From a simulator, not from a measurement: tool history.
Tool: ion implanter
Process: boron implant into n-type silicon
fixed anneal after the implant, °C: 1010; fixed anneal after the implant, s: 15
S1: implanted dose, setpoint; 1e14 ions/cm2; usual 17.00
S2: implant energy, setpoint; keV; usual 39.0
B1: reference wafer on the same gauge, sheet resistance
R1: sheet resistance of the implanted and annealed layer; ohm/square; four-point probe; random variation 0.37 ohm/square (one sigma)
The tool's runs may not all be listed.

Run 1, hour 0.0: usual settings; B1 62.56. Result: R1 73.01 ohm/square.
Run 2, hour 89.5: usual settings; B1 62.69. Result: R1 73.07 ohm/square.
Run 3, hour 126.9: usual settings but S2 43.0 keV; B1 62.87. Result: R1 72.70 ohm/square.
Run 4, hour 205.3: usual settings; B1 62.80. Result: R1 72.89 ohm/square.
Run 5, hour 265.8: usual settings; B1 62.78. Result: R1 73.00 ohm/square.
Run 6, hour 335.7: usual settings; B1 62.88. Result: R1 72.99 ohm/square.
Run 7, hour 380.9: usual settings but S1 19.89 1e14 ions/cm2, S2 34.0 keV; B1 62.60. Result: R1 66.14 ohm/square.
Run 8, hour 479.6: usual settings but S1 19.89 1e14 ions/cm2, S2 34.0 keV; B1 62.74. Result: R1 66.20 ohm/square.
Run 9, hour 550.0: usual settings but S1 19.89 1e14 ions/cm2, S2 34.0 keV; B1 62.61. Result: R1 66.41 ohm/square.
Run 10, hour 629.7: usual settings but S1 14.98 1e14 ions/cm2; B1 62.57. Result: R1 80.02 ohm/square.
Run 11, hour 694.0: usual settings but S1 14.98 1e14 ions/cm2; B1 62.71. Result: R1 81.23 ohm/square.
Run 12, hour 744.7: usual settings; B1 62.73. Result: R1 72.88 ohm/square.
Run 13, hour 826.9: usual settings; B1 62.71. Result: R1 73.30 ohm/square.
Run 14, hour 891.7: usual settings; B1 62.51. Result: R1 72.42 ohm/square.
Run 15, hour 986.1: usual settings; B1 62.67. Result: R1 72.75 ohm/square.
At hour 1092.3: extraction supply calibrated.
Run 16, hour 1092.8: usual settings; B1 62.76. Result: R1 73.00 ohm/square.
Run 17, hour 1253.5: usual settings; B1 62.78. Result: R1 73.19 ohm/square.
Run 18, hour 1290.0: usual settings; B1 62.80. Result: R1 73.19 ohm/square.
Run 19, hour 1347.1: usual settings but S1 19.43 1e14 ions/cm2; B1 62.53. Result: R1 65.65 ohm/square.
Run 20, hour 1447.2: usual settings but S1 21.93 1e14 ions/cm2, S2 45.5 keV; B1 62.84. Result: R1 59.12 ohm/square.
Run 21, hour 1516.6: usual settings; B1 62.78. Result: R1 72.46 ohm/square.
Run 22, hour 1570.2: usual settings but S1 14.92 1e14 ions/cm2, S2 31.5 keV; B1 62.79. Result: R1 82.15 ohm/square.
At hour 1653.9: Faraday cup replaced and dose calibrated.
Run 23, hour 1657.6: usual settings; B1 62.64. Result: R1 73.73 ohm/square.
Run 24, hour 1711.4: usual settings; B1 62.65. Result: R1 73.20 ohm/square.

The next listed run, before its measurement:
Run 25, hour 1774.2: usual settings but S1 14.06 1e14 ions/cm2, S2 44.0 keV; B1 ?. Result: R1 ?.

Run 25 gave B1 62.72, R1 84.27 ohm/square.
Without the tool's hidden state the same run would have given R1 84.27 ohm/square.
